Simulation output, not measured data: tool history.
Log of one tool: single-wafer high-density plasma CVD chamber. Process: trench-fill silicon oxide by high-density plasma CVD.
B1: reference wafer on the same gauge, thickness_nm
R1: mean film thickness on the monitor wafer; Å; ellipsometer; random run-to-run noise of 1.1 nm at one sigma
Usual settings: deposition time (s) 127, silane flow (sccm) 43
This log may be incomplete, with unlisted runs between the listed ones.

run 1 hour=0 | deposition_time_(s)=127 silane_flow_(sccm)=43 | B1=494.1 | R1=5637.05
run 2 hour=72 | deposition_time_(s)=114 silane_flow_(sccm)=43 | B1=494.137 | R1=5041.2
run 3 hour=101.6 | deposition_time_(s)=114 silane_flow_(sccm)=43 | B1=493.62 | R1=5050.17
run 4 hour=132.6 | deposition_time_(s)=114 silane_flow_(sccm)=43 | B1=493.92 | R1=5048.57
run 5 hour=160.5 | deposition_time_(s)=127 silane_flow_(sccm)=43 | B1=493.778 | R1=5650.7
run 6 hour=193.5 | deposition_time_(s)=127 silane_flow_(sccm)=43 | B1=493.956 | R1=5647.57
run 7 hour=220.7 | deposition_time_(s)=127 silane_flow_(sccm)=43 | B1=494.279 | R1=5624.95
-- hour=232.3 silane flow controller replaced
run 8 hour=233.8 | deposition_time_(s)=127 silane_flow_(sccm)=43 | B1=493.774 | R1=5309.15
run 9 hour=258.1 | deposition_time_(s)=127 silane_flow_(sccm)=43 | B1=494.192 | R1=5302.91
run 10 hour=292.4 | deposition_time_(s)=127 silane_flow_(sccm)=43 | B1=493.811 | R1=5324.63
run 11 hour=311.9 | deposition_time_(s)=127 silane_flow_(sccm)=43 | B1=493.948 | R1=5318.06
run 12 hour=340.4 | deposition_time_(s)=127 silane_flow_(sccm)=45 | B1=494.14 | R1=5556.18
run 13 hour=355.6 | deposition_time_(s)=144 silane_flow_(sccm)=50 | B1=494.247 | R1=7002.6
run 14 hour=391.9 | deposition_time_(s)=118 silane_flow_(sccm)=43 | B1=493.927 | R1=4937.14
-- hour=401.4 gauge calibrated
run 15 hour=427.8 | deposition_time_(s)=127 silane_flow_(sccm)=43 | B1=494.169 | R1=5331.52
run 16 hour=516.6 | deposition_time_(s)=127 silane_flow_(sccm)=43 | B1=494.011 | R1=5360.24
run 17 hour=528.9 | deposition_time_(s)=127 silane_flow_(sccm)=35 | B1=494.196 | R1=4390.68
run 18 hour=541.2 | deposition_time_(s)=119 silane_flow_(sccm)=43 | B1=494.08 | R1=5033.86
run 19 hour=565.1 | deposition_time_(s)=112 silane_flow_(sccm)=40 | B1=493.935 | R1=4407.09
run 20 hour=591 | deposition_time_(s)=113 silane_flow_(sccm)=51 | B1=494.256 | R1=5654.88
run 21 hour=606.3 | deposition_time_(s)=106 silane_flow_(sccm)=50 | B1=493.823 | R1=5219.02
run 22 hour=627.7 | deposition_time_(s)=118 silane_flow_(sccm)=43 | B1=494.189 | R1=5007.96
run 23 hour=640.2 | deposition_time_(s)=144 silane_flow_(sccm)=50 | B1=493.976 | R1=7104.86
run 24 hour=655.6 | deposition_time_(s)=108 silane_flow_(sccm)=35 | B1=493.951 | R1=3734.81
run 25 hour=678.9 | deposition_time_(s)=108 silane_flow_(sccm)=43 | B1=493.915 | R1=4566.84

Here are 3 independent what-if runs from the current tool condition. What would each one return?
run A hour=679.3 | deposition_time_(s)=127 silane_flow_(sccm)=43 | B1=? | R1=?
run B hour=679.3 | deposition_time_(s)=137 silane_flow_(sccm)=37 | B1=? | R1=?
run C hour=679.3 | deposition_time_(s)=145 silane_flow_(sccm)=40 | B1=? | R1=?

run=A B1=493.576 R1=5400.04
run=B B1=493.576 R1=5012.41
run=C B1=493.576 R1=5735.25
With no hidden state in the tool, these same runs would have given:
run=A R1=5324.53
run=B R1=4942.32
run=C R1=5655.06
